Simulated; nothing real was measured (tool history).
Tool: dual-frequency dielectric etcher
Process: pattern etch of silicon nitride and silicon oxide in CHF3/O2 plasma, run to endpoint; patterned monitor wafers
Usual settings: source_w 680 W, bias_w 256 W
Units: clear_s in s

run     day  source_w  bias_w  incoming incoming film thickness, nm  clear_s
  1   0.000       680     256                                 274.5    149.1
  2   0.504       680     256                                 271.0    147.2
  3   1.212       680     256                                 272.5    147.8
  4   1.829       620     271                                 273.4    154.2
  5   2.400       680     256                                 273.5    147.3
  6   2.858       680     256                                 273.1    147.0
  7   3.188       680     256                                 271.9    146.9
  8   3.725       680     256                                 270.2    145.8
  9   4.362       680     256                                 275.5    148.0
 10   5.696       680     256                                 272.8    146.5
 11   6.267       680     256                                 273.6    146.4
 12   6.754       680     256                                 273.3    145.9
 13   7.496       680     256                                 273.2    146.3
 14   7.912       800     256                                 273.1    133.4
 15   8.596       720     276                                 272.6    137.4
 16   9.325       770     297                                 275.8    130.7
 17   9.912       680     256                                 273.1    144.8
     11.246  -- bias power generator calibrated
     12.267  -- wet clean of the chamber
     12.300  -- upper electrode replaced
 18  12.321       840     277                                 274.2    123.6
 19  12.338       570     296                                 272.2    152.7
 20  12.533       680     256                                 269.8    141.4
 21  12.988       680     256                                 273.7    142.8
 22  13.704       600     309                                 271.8    145.6
     14.350  -- source power generator calibrated
 23  14.371       730     307                                 273.9    130.4
 24  14.908       680     256                                 273.3    141.9
 25  15.350       530     311                                 274.2    159.0
 26  16.192       560     207                                 270.9    167.1
     17.304  -- wet clean of the chamber, repeated, since the last time left the tool worse
 27  17.325       570     274                                 273.3    165.4
 28  17.338       610     238                                 272.1    163.9
 29  17.617       680     256                                 273.5    152.0
 30  18.117       680     256                                 276.0    153.1
 31  18.617       520     281                                 272.7    175.7
 32  18.917       540     256                                 270.3    173.7
 33  19.658       590     235                                 273.1    168.2
 34  20.183       760     202                                 272.6    148.1
 35  20.512       600     206                                 273.4    170.9
 36  21.104       680     256                                 272.0    149.7

What the log doesn't show, run by run:
source power that arrives over what is set, %: 0 in every run
bias power that arrives over what is set, %: 0 in every run
H1: etch rate over this chamber's usual, %
run      H1
  1    1.69
  2    1.79
  3    1.92
  4    2.04
  5    2.15
  6    2.24
  7     2.3
  8     2.4
  9    2.52
 10    2.78
 11    2.89
 12    2.98
 13    3.12
 14     3.2
 15    3.34
 16    3.47
 17    3.59
 18    5.95
 19    5.96
 20    5.99
 21    6.08
 22    6.22
 23    6.35
 24    6.45
 25    6.53
 26    6.69
 27  -0.433
 28  -0.431
 29  -0.377
 30  -0.281
 31  -0.186
 32  -0.128
 33  0.0138
 34   0.114
 35   0.177
 36   0.291
